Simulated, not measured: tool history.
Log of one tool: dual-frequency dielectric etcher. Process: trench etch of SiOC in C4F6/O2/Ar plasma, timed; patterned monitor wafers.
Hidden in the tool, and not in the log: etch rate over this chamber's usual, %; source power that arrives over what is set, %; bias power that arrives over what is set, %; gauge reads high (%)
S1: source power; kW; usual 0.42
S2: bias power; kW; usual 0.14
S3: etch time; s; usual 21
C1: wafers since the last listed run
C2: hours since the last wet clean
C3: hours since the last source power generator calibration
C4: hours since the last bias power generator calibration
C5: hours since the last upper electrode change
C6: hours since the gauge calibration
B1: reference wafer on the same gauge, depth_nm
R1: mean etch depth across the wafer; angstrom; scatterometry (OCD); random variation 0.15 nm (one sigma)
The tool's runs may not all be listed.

run	hour	S1	S2	S3	C1	C2	C3	C4	C5	C6	B1	R1
1	0	0.49	0.14	21	0	240	3819.7	2268.5	1844.8	1374.3	47.11	441.9
2	97.8	0.42	0.14	21	1681	337.8	3917.5	2366.3	1942.6	1472.1	47.1	402.3
3	163.2	0.42	0.14	21	1124	403.2	3982.9	2431.7	2008	1537.5	47.11	402.7
4	213.3	0.34	0.14	21	861	453.3	4033	2481.8	2058.1	1587.6	47.09	349.2
5	259.9	0.34	0.14	21	801	499.9	4079.6	2528.4	2104.7	1634.2	47.13	348.7
# hour 301: wet clean of the chamber
6	302.1	0.42	0.14	21	312	1.1	4121.8	2570.6	2146.9	1676.4	47.1	402
7	410.1	0.42	0.14	21	1857	109.1	4229.8	2678.6	2254.9	1784.4	47.1	401.8
8	467.8	0.42	0.14	21	992	166.8	4287.5	2736.3	2312.6	1842.1	47.11	403.5
9	546.2	0.37	0.14	21	1348	245.2	4365.9	2814.7	2391	1920.5	47.09	366.8
10	595.9	0.42	0.14	21	854	294.9	4415.6	2864.4	2440.7	1970.2	47.09	400.2
11	665.3	0.42	0.14	21	1193	364.3	4485	2933.8	2510.1	2039.6	47.1	401.3
# hour 688.4: source power generator calibrated
12	720.3	0.5	0.158	19	877	419.3	31.9	2988.8	2565.1	2094.6	47.08	440
# hour 730: gauge calibrated
13	774.2	0.46	0.122	21	926	473.2	85.8	3042.7	2619	44.2	47.09	410.8
# hour 857.7: wet clean of the chamber
# hour 942.9: upper electrode replaced, of another model than before
14	1069.9	0.45	0.128	23.5	4259	212.2	381.5	3338.4	127	339.9	47.1	457.5
# hour 1118.7: bias power generator calibrated
15	1119.2	0.52	0.14	18.5	779	261.5	430.8	0.5	176.3	389.2	47.09	443.8
16	1194.6	0.33	0.111	18.5	1296	336.9	506.2	75.9	251.7	464.6	47.12	199.9
17	1233	0.39	0.126	17.5	660	375.3	544.6	114.3	290.1	503	47.11	285.3
18	1333.8	0.42	0.14	21	1733	476.1	645.4	215.1	390.9	603.8	47.08	411
19	1404.8	0.46	0.162	21	1220	547.1	716.4	286.1	461.9	674.8	47.1	501.1
# hour 1478.7: wet clean of the chamber
20	1496	0.38	0.153	24.5	1155	17.3	807.6	377.3	553.1	766	47.09	457.6
21	1585.6	0.38	0.171	27	1540	106.9	897.2	466.9	642.7	855.6	47.08	545.3
22	1636.6	0.42	0.121	25.5	877	157.9	948.2	517.9	693.7	906.6	47.12	437
23	1730.5	0.39	0.14	25.5	1614	251.8	1042.1	611.8	787.6	1000.5	47.13	454.6
24	1837.7	0.46	0.112	26	1843	359	1149.3	719	894.8	1107.7	47.1	448

Forecast run 25:
25	1889.8	0.47	0.161	21	895	411.1	1201.4	771.1	946.9	1159.8	?	?

Run 25 gave B1 47.1, R1 510.3 angstrom.
Without the tool's hidden state the same run would have given R1 520.7 angstrom.
